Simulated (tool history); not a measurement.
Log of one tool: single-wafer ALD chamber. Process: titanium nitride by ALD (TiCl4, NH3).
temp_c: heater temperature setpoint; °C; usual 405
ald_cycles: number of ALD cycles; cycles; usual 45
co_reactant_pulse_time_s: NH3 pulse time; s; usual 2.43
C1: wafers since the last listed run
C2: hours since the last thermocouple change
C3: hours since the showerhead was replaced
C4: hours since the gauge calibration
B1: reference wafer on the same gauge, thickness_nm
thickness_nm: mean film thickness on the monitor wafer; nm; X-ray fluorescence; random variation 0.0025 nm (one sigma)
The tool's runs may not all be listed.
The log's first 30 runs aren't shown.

{"run": 31, "hour": 2750.9, "temp_c": 394, "ald_cycles": 41, "co_reactant_pulse_time_s": 1.7, "C1": 233, "C2": 1498.0, "C3": 92.5, "C4": 1088.4, "B1": 1.101, "thickness_nm": 0.906}
{"run": 32, "hour": 2854.9, "temp_c": 396, "ald_cycles": 45, "co_reactant_pulse_time_s": 2.43, "C1": 380, "C2": 1602.0, "C3": 196.5, "C4": 1192.4, "B1": 1.1, "thickness_nm": 1.009}
{"run": 33, "hour": 2913.7, "temp_c": 405, "ald_cycles": 45, "co_reactant_pulse_time_s": 2.43, "C1": 214, "C2": 1660.8, "C3": 255.3, "C4": 1251.2, "B1": 1.101, "thickness_nm": 1.017}
{"run": 34, "hour": 2994.5, "temp_c": 405, "ald_cycles": 43, "co_reactant_pulse_time_s": 2.43, "C1": 295, "C2": 1741.6, "C3": 336.1, "C4": 1332.0, "B1": 1.1, "thickness_nm": 0.972}
{"run": 35, "hour": 3083.2, "temp_c": 405, "ald_cycles": 45, "co_reactant_pulse_time_s": 2.43, "C1": 324, "C2": 1830.3, "C3": 424.8, "C4": 1420.7, "B1": 1.1, "thickness_nm": 1.014}
{"run": 36, "hour": 3143.7, "temp_c": 405, "ald_cycles": 45, "co_reactant_pulse_time_s": 2.72, "C1": 221, "C2": 1890.8, "C3": 485.3, "C4": 1481.2, "B1": 1.1, "thickness_nm": 1.016}
{"run": 37, "hour": 3236.8, "temp_c": 393, "ald_cycles": 40, "co_reactant_pulse_time_s": 1.46, "C1": 340, "C2": 1983.9, "C3": 578.4, "C4": 1574.3, "B1": 1.1, "thickness_nm": 0.871}
{"run": 38, "hour": 3304.9, "temp_c": 405, "ald_cycles": 45, "co_reactant_pulse_time_s": 2.12, "C1": 248, "C2": 2052.0, "C3": 646.5, "C4": 1642.4, "B1": 1.099, "thickness_nm": 1.007}
{"hour": 3323.8, "done": "thermocouple changed; heater temperature recalibrated"}
{"run": 39, "hour": 3350.4, "temp_c": 405, "ald_cycles": 45, "co_reactant_pulse_time_s": 2.79, "C1": 137, "C2": 26.6, "C3": 692.0, "C4": 1687.9, "B1": 1.1, "thickness_nm": 1.018}

Forecast each of these 4 alternatives for the next run:
{"run": "A", "hour": 3350.9, "temp_c": 405, "ald_cycles": 52, "co_reactant_pulse_time_s": 2.43, "C1": 1, "C2": 27.1, "C3": 692.5, "C4": 1688.4, "B1": "?", "thickness_nm": "?"}
{"run": "B", "hour": 3350.9, "temp_c": 400, "ald_cycles": 40, "co_reactant_pulse_time_s": 1.85, "C1": 1, "C2": 27.1, "C3": 692.5, "C4": 1688.4, "B1": "?", "thickness_nm": "?"}
{"run": "C", "hour": 3350.9, "temp_c": 391, "ald_cycles": 54, "co_reactant_pulse_time_s": 2.43, "C1": 1, "C2": 27.1, "C3": 692.5, "C4": 1688.4, "B1": "?", "thickness_nm": "?"}
{"run": "D", "hour": 3350.9, "temp_c": 394, "ald_cycles": 45, "co_reactant_pulse_time_s": 3.1, "C1": 1, "C2": 27.1, "C3": 692.5, "C4": 1688.4, "B1": "?", "thickness_nm": "?"}

run=A B1=1.100 thickness_nm=1.173
run=B B1=1.100 thickness_nm=0.890
run=C B1=1.100 thickness_nm=1.210
run=D B1=1.100 thickness_nm=1.021
Without the tool's hidden state the same runs would have given:
run=A thickness_nm=1.173
run=B thickness_nm=0.890
run=C thickness_nm=1.210
run=D thickness_nm=1.021
